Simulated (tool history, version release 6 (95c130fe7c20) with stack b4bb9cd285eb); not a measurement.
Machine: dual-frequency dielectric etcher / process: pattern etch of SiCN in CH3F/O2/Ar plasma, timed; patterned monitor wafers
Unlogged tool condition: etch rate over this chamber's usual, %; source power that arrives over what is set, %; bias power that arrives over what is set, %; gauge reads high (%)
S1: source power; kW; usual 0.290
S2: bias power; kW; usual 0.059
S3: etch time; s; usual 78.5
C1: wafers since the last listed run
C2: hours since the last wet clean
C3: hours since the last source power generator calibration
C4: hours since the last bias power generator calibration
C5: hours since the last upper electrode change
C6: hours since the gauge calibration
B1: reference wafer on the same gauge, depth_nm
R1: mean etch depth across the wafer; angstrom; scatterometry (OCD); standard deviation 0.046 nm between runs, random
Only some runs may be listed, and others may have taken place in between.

| run | day | S1 | S2 | S3 | C1 | C2 | C3 | C4 | C5 | C6 | B1 | R1 |
|---|---|---|---|---|---|---|---|---|---|---|---|---|
| 1 | 0.000 | 0.290 | 0.059 | 78.5 | 0 | 8.9 | 36.3 | 3712.2 | 4995.7 | 44.5 | 24.81 | 227.3 |
| 2 | 1.129 | 0.290 | 0.059 | 78.5 | 283 | 36.0 | 63.4 | 3739.3 | 5022.8 | 71.6 | 24.81 | 225.5 |
| 3 | 2.175 | 0.290 | 0.059 | 78.5 | 262 | 61.1 | 88.5 | 3764.4 | 5047.9 | 96.7 | 24.79 | 225.9 |
| 4 | 3.029 | 0.290 | 0.059 | 78.5 | 214 | 81.6 | 109.0 | 3784.9 | 5068.4 | 117.2 | 24.81 | 225.4 |
| 5 | 3.854 | 0.290 | 0.059 | 78.5 | 207 | 101.4 | 128.8 | 3804.7 | 5088.2 | 137.0 | 24.82 | 224.7 |
| 6 | 4.833 | 0.270 | 0.054 | 62.0 | 245 | 124.9 | 152.3 | 3828.2 | 5111.7 | 160.5 | 24.80 | 165.5 |
| 7 | 5.621 | 0.360 | 0.053 | 97.5 | 197 | 143.8 | 171.2 | 3847.1 | 5130.6 | 179.4 | 24.78 | 301.3 |
| 8 | 6.842 | 0.290 | 0.071 | 78.5 | 306 | 173.1 | 200.5 | 3876.4 | 5159.9 | 208.7 | 24.80 | 240.7 |
| 9 | 7.379 | 0.310 | 0.066 | 97.5 | 134 | 186.0 | 213.4 | 3889.3 | 5172.8 | 221.6 | 24.81 | 302.6 |
| 10 | 8.808 | 0.340 | 0.050 | 99.0 | 358 | 220.3 | 247.7 | 3923.6 | 5207.1 | 255.9 | 24.80 | 288.0 |
|  | 9.933 | upper electrode replaced |
| 11 | 9.954 | 0.240 | 0.059 | 93.0 | 36 | 247.8 | 275.2 | 3951.1 | 0.5 | 283.4 | 24.79 | 239.1 |
| 12 | 11.167 | 0.290 | 0.059 | 78.5 | 304 | 276.9 | 304.3 | 3980.2 | 29.6 | 312.5 | 24.83 | 223.4 |
| 13 | 12.433 | 0.290 | 0.071 | 78.5 | 318 | 307.3 | 334.7 | 4010.6 | 60.0 | 342.9 | 24.81 | 239.5 |
| 14 | 13.492 | 0.230 | 0.067 | 78.5 | 265 | 332.7 | 360.1 | 4036.0 | 85.4 | 368.3 | 24.80 | 204.8 |
|  | 14.525 | bias power generator calibrated |
|  | 15.517 | wet clean of the chamber |
| 15 | 16.146 | 0.260 | 0.071 | 78.5 | 375 | 15.1 | 423.8 | 38.9 | 149.1 | 432.0 | 24.81 | 228.8 |
| 16 | 17.621 | 0.290 | 0.059 | 78.5 | 370 | 50.5 | 459.2 | 74.3 | 184.5 | 467.4 | 24.80 | 225.0 |
| 17 | 18.129 | 0.290 | 0.059 | 78.5 | 127 | 62.7 | 471.4 | 86.5 | 196.7 | 479.6 | 24.81 | 225.2 |
| 18 | 19.217 | 0.290 | 0.063 | 66.5 | 273 | 88.8 | 497.5 | 112.6 | 222.8 | 505.7 | 24.78 | 196.4 |
| 19 | 20.496 | 0.220 | 0.052 | 78.5 | 321 | 119.5 | 528.2 | 143.3 | 253.5 | 536.4 | 24.81 | 182.1 |
| 20 | 21.212 | 0.230 | 0.066 | 57.0 | 179 | 136.7 | 545.4 | 160.5 | 270.7 | 553.6 | 24.81 | 149.3 |
| 21 | 21.758 | 0.260 | 0.059 | 69.5 | 137 | 149.8 | 558.5 | 173.6 | 283.8 | 566.7 | 24.83 | 186.9 |
| 22 | 22.338 | 0.290 | 0.059 | 78.5 | 145 | 163.7 | 572.4 | 187.5 | 297.7 | 580.6 | 24.79 | 224.2 |
| 23 | 23.117 | 0.290 | 0.052 | 60.5 | 195 | 182.4 | 591.1 | 206.2 | 316.4 | 599.3 | 24.81 | 164.9 |
| 24 | 23.692 | 0.290 | 0.059 | 78.5 | 144 | 196.2 | 604.9 | 220.0 | 330.2 | 613.1 | 24.80 | 224.1 |
| 25 | 24.446 | 0.320 | 0.050 | 61.5 | 189 | 214.3 | 623.0 | 238.1 | 348.3 | 631.2 | 24.83 | 173.2 |
| 26 | 25.046 | 0.220 | 0.054 | 63.5 | 150 | 228.7 | 637.4 | 252.5 | 362.7 | 645.6 | 24.79 | 148.7 |
| 27 | 26.000 | 0.290 | 0.059 | 78.5 | 239 | 251.6 | 660.3 | 275.4 | 385.6 | 668.5 | 24.81 | 222.4 |
| 28 | 27.254 | 0.340 | 0.050 | 99.0 | 314 | 281.7 | 690.4 | 305.5 | 415.7 | 698.6 | 24.79 | 287.1 |
| 29 | 28.442 | 0.290 | 0.059 | 78.5 | 298 | 310.2 | 718.9 | 334.0 | 444.2 | 727.1 | 24.79 | 221.6 |

Here are 5 independent what-if runs from the current tool condition. What would each one return?
| A | 28.458 | 0.290 | 0.059 | 78.5 | 4 | 310.6 | 719.3 | 334.4 | 444.6 | 727.5 | ? | ? |
| B | 28.458 | 0.260 | 0.066 | 61.5 | 4 | 310.6 | 719.3 | 334.4 | 444.6 | 727.5 | ? | ? |
| C | 28.458 | 0.290 | 0.055 | 78.5 | 4 | 310.6 | 719.3 | 334.4 | 444.6 | 727.5 | ? | ? |
| D | 28.458 | 0.240 | 0.059 | 78.5 | 4 | 310.6 | 719.3 | 334.4 | 444.6 | 727.5 | ? | ? |
| E | 28.458 | 0.220 | 0.065 | 93.0 | 4 | 310.6 | 719.3 | 334.4 | 444.6 | 727.5 | ? | ? |

| run | B1 | R1 |
|---|---|---|
| A | 24.82 | 222.4 |
| B | 24.82 | 171.3 |
| C | 24.82 | 216.5 |
| D | 24.82 | 199.9 |
| E | 24.82 | 233.5 |
With no hidden state in the tool, these same runs would have given:
| run | R1 |
|---|---|
| A | 226.4 |
| B | 174.4 |
| C | 220.5 |
| D | 203.5 |
| E | 237.7 |
